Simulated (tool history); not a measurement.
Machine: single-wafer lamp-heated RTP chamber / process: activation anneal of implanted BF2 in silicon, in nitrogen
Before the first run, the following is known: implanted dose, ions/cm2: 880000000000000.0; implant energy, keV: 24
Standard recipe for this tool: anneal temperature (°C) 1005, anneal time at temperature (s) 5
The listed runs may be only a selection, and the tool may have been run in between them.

run    hour  anneal temperature (°C)  anneal time at temperature (s)  wafers since the last listed run  wafers since the last pyrometer calibration  wafers since the reflector plate was cleaned  hours since the gauge calibration  read-back reference wafer on the same gauge, sheet resistance  sheet resistance of the implanted and annealed layer (ohm/square)
  1     0.0                     1005                               5                                 0                                         6974                                         15112                              800.3                                                         172.45                                                             177.37
       23.7  -- reflector plate cleaned
  2    54.0                     1005                               7                              1044                                         8019                                           687                              854.3                                                         172.24                                                             175.68
  3   102.3                     1005                               5                              1097                                         9116                                          1784                              902.6                                                         172.01                                                             180.51
  4   167.0                     1017                               5                              1469                                        10585                                          3253                              967.3                                                         171.77                                                             169.97
      204.8  -- pyrometer window cleaned and pyrometer calibrated
  5   234.1                     1013                               5                              1342                                          665                                          4596                             1034.4                                                         172.17                                                             180.73
  6   283.8                     1005                               5                              1128                                         1793                                          5724                             1084.1                                                         172.36                                                             183.87
  7   344.8                     1005                               5                              1385                                         3179                                          7110                             1145.1                                                         171.70                                                             179.79
  8   391.1                      987                               4                              1051                                         4230                                          8161                             1191.4                                                         171.88                                                             195.36
  9   428.6                      987                               4                               851                                         5082                                          9013                             1228.9                                                         172.37                                                             195.10
 10   487.9                     1005                               3                              1346                                         6429                                         10360                             1288.2                                                         171.41                                                             184.30
 11   541.2                     1005                               5                              1210                                         7640                                         11571                             1341.5                                                         171.49                                                             176.41
      644.9  -- reflector plate cleaned
      710.1  -- pyrometer window cleaned and pyrometer calibrated
 12   732.2                     1005                               5                              3974                                          500                                          1800                             1532.5                                                         172.09                                                             188.69
 13   761.3                     1005                               5                               660                                         1161                                          2461                             1561.6                                                         171.57                                                             184.06
 14   812.5                     1005                               5                              1162                                         2324                                          3624                             1612.8                                                         171.91                                                             181.99
 15   858.7                     1005                               5                              1049                                         3373                                          4674                             1659.0                                                         171.72                                                             181.72
 16   912.9                      984                               7                              1231                                         4604                                          5905                             1713.2                                                         172.14                                                             189.37
 17   955.3                      996                               7                               963                                         5567                                          6868                             1755.6                                                         172.17                                                             181.71
 18   985.7                      980                               8                               690                                         6258                                          7558                             1786.0                                                         172.22                                                             191.59
 19  1022.5                     1030                               5                               835                                         7094                                          8394                             1822.8                                                         171.89                                                             162.50
 20  1050.6                      995                               5                               638                                         7732                                          9032                             1850.9                                                         172.21                                                             184.04
 21  1090.1                      986                               5                               897                                         8629                                          9929                             1890.4                                                         171.85                                                             190.39
     1124.9  -- pyrometer window cleaned and pyrometer calibrated
 22  1131.8                     1014                               3                               765                                          157                                         10695                             1932.1                                                         172.42                                                             183.38
 23  1241.5                     1005                               5                              2491                                         2649                                         13186                             2041.8                                                         172.64                                                             180.56
     1267.9  -- gauge calibrated
 24  1295.9                     1005                               5                              1235                                         3884                                         14422                               28.0                                                         171.94                                                             179.08
     1361.4  -- reflector plate cleaned
 25  1361.9                     1034                               3                              1317                                         5202                                            12                               94.0                                                         171.79                                                             171.69
 26  1388.0                      993                               8                               592                                         5795                                           605                              120.1                                                         171.63                                                             185.42
 27  1442.0                     1005                               5                              1226                                         7021                                          1831                              174.1                                                         171.99                                                             179.66
 28  1508.7                     1018                               8                              1514                                         8536                                          3346                              240.8                                                         171.79                                                             166.39
 29  1554.4                     1022                               5                              1037                                         9574                                          4384                              286.5                                                         172.23                                                             168.40
     1581.0  -- pyrometer window cleaned and pyrometer calibrated
 30  1590.3                      995                               3                               633                                          212                                          5018                              322.4                                                         171.72                                                             197.68
 31  1645.6                      981                               7                              1255                                         1468                                          6274                              377.7                                                         171.94                                                             200.97
 32  1677.8                     1019                               6                               731                                         2199                                          7005                              409.9                                                         171.47                                                             169.45
 33  1760.5                     1028                               5                              1878                                         4077                                          8883                              492.6                                                         171.75                                                             162.96
 34  1884.9                      983                               3                              2825                                         6903                                         11709                              617.0                                                         172.33                                                             200.74
 35  1949.8                     1005                               5                              1474                                         8377                                         13183                              681.9                                                         172.34                                                             176.15
 36  1980.0                      992                               3                               685                                         9063                                         13869                              712.1                                                         172.06                                                             192.41

Branching from run 36: 4 alternative next runs. What would each branch give?
  A  1980.4                     1005                               5                                 9                                         9072                                         13878                              712.5                                                              ?                                                                  ?
  B  1980.4                      980                               3                                 9                                         9072                                         13878                              712.5                                                              ?                                                                  ?
  C  1980.4                      979                               5                                 9                                         9072                                         13878                              712.5                                                              ?                                                                  ?
  D  1980.4                     1005                               8                                 9                                         9072                                         13878                              712.5                                                              ?                                                                  ?

run  read-back reference wafer on the same gauge, sheet resistance  sheet resistance of the implanted and annealed layer (ohm/square)
  A                                                         172.22                                                             175.84
  B                                                         172.22                                                             199.45
  C                                                         172.22                                                             195.45
  D                                                         172.22                                                             169.58
Had the tool no hidden state, the same runs would have come out as:
run  sheet resistance of the implanted and annealed layer (ohm/square)
  A                                                             191.42
  B                                                             218.14
  C                                                             215.44
  D                                                             185.45

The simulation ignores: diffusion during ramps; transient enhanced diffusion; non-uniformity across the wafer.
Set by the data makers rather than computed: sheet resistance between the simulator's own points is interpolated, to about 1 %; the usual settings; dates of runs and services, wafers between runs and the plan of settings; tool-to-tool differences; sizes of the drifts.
